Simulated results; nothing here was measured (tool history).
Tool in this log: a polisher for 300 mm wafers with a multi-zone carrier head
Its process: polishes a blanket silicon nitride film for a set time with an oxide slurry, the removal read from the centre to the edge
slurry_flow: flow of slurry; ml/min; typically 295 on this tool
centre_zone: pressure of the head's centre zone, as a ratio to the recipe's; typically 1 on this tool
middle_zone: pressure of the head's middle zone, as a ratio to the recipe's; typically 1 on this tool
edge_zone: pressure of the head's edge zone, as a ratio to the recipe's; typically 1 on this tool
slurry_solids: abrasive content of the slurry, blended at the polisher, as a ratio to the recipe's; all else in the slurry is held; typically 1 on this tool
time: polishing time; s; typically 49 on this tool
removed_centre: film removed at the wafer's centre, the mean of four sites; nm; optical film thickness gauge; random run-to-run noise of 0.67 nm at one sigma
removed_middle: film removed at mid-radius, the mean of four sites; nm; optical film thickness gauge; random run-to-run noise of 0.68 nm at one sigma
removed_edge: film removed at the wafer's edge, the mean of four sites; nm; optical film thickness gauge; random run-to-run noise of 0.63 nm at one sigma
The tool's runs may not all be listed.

| run | hour | slurry_flow | centre_zone | middle_zone | edge_zone | slurry_solids | time | incoming thickness of the incoming film, nm | removed_centre | removed_middle | removed_edge |
|---|---|---|---|---|---|---|---|---|---|---|---|
| 1 | 0 | 295 | 1.07 | 1 | 1 | 1 | 41 | 319.6 | 42.1 | 39.2 | 39.9 |
|  | 5.2 | centre zone pressure recalibrated |
|  | 98.4 | slurry nozzle cleaned |
| 2 | 105.2 | 295 | 0.94 | 1.05 | 1 | 1 | 49 | 316.9 | 44.4 | 50 | 47.3 |
| 3 | 211.5 | 295 | 1 | 1 | 1 | 1 | 49 | 318.9 | 46.3 | 47 | 44.3 |
| 4 | 303.8 | 295 | 1 | 1 | 1 | 0.9 | 49 | 322.4 | 44 | 43.1 | 42.2 |
| 5 | 378 | 295 | 1 | 1 | 0.94 | 1 | 49 | 314.9 | 45.1 | 44.1 | 42.4 |
| 6 | 419.6 | 295 | 1 | 1.09 | 1 | 1 | 49 | 320.9 | 43.8 | 47 | 42.2 |
| 7 | 473.4 | 365 | 1 | 1 | 0.95 | 1 | 49 | 322.2 | 43.8 | 43.1 | 41.5 |
| 8 | 542.7 | 190 | 1 | 0.94 | 1 | 1 | 36 | 315.7 | 28.5 | 28.7 | 28.9 |
|  | 586.6 | centre zone pressure recalibrated |
| 9 | 631.3 | 295 | 0.95 | 1 | 1 | 0.75 | 33 | 315 | 22.3 | 23.9 | 23.2 |
|  | 644.2 | worn pad replaced by a new one |
| 10 | 740.6 | 295 | 1 | 1 | 1 | 0.7 | 49 | 321.4 | 38.5 | 38.8 | 38.8 |
|  | 779 | edge zone pressure recalibrated |
|  | 792.4 | slurry nozzle cleaned |
| 11 | 795.6 | 295 | 1 | 1 | 1 | 1 | 49 | 320.6 | 47.2 | 47.3 | 47.1 |
| 12 | 870.7 | 295 | 1 | 1 | 1 | 1.3 | 49 | 320.3 | 51.9 | 50.9 | 50.6 |
| 13 | 944.1 | 295 | 1 | 1 | 0.96 | 1 | 49 | 324.1 | 45.9 | 45.3 | 42.8 |
| 14 | 1027.2 | 295 | 1 | 1 | 1 | 1 | 49 | 320 | 44.8 | 45.3 | 42.9 |
|  | 1062 | carrier head's membrane replaced by a new one |
| 15 | 1069.7 | 295 | 1 | 1 | 1.06 | 1 | 49 | 325.1 | 44.4 | 43.1 | 44.9 |
| 16 | 1146.9 | 325 | 1 | 1 | 1 | 1.3 | 49 | 321.8 | 48.1 | 47.9 | 47 |
|  | 1182.7 | centre zone pressure recalibrated |
| 17 | 1217.5 | 295 | 1 | 1 | 1 | 1 | 62 | 322.5 | 52.1 | 52.7 | 51.5 |
|  | 1247 | worn pad replaced by a new one |
| 18 | 1263.2 | 295 | 1 | 1 | 1 | 1 | 49 | 326 | 48.8 | 47.2 | 47.5 |
| 19 | 1319.5 | 330 | 1.08 | 1 | 1 | 1 | 49 | 317.6 | 51.1 | 48.1 | 46 |
| 20 | 1356 | 295 | 1.07 | 1 | 1 | 1 | 41 | 314.9 | 42.1 | 40.5 | 39.2 |
|  | 1413.2 | slurry nozzle cleaned |
| 21 | 1446.7 | 295 | 1 | 1 | 1.06 | 0.75 | 49 | 320.5 | 40.6 | 42 | 41.9 |

Forecast each of these 4 alternatives for the next run:
| A | 1447.1 | 380 | 1 | 1 | 1 | 1 | 49 | 322.1 | ? | ? | ? |
| B | 1447.1 | 190 | 1 | 1.08 | 1 | 1 | 49 | 322.1 | ? | ? | ? |
| C | 1447.1 | 295 | 1.08 | 1 | 1 | 0.7 | 59 | 322.1 | ? | ? | ? |
| D | 1447.1 | 220 | 0.9 | 1 | 1 | 1 | 33 | 322.1 | ? | ? | ? |

| run | removed_centre | removed_middle | removed_edge |
|---|---|---|---|
| A | 50 | 48.2 | 47.1 |
| B | 47.2 | 48.8 | 45.2 |
| C | 53.8 | 48.1 | 47.2 |
| D | 29 | 31.2 | 30.8 |
With the hidden condition removed and each run's random variation left untouched, the same runs would have given:
| run | removed_centre | removed_middle | removed_edge |
|---|---|---|---|
| A | 52.8 | 50.9 | 49.7 |
| B | 49.8 | 51.5 | 47.7 |
| C | 56.8 | 50.7 | 49.8 |
| D | 30.6 | 32.9 | 32.4 |
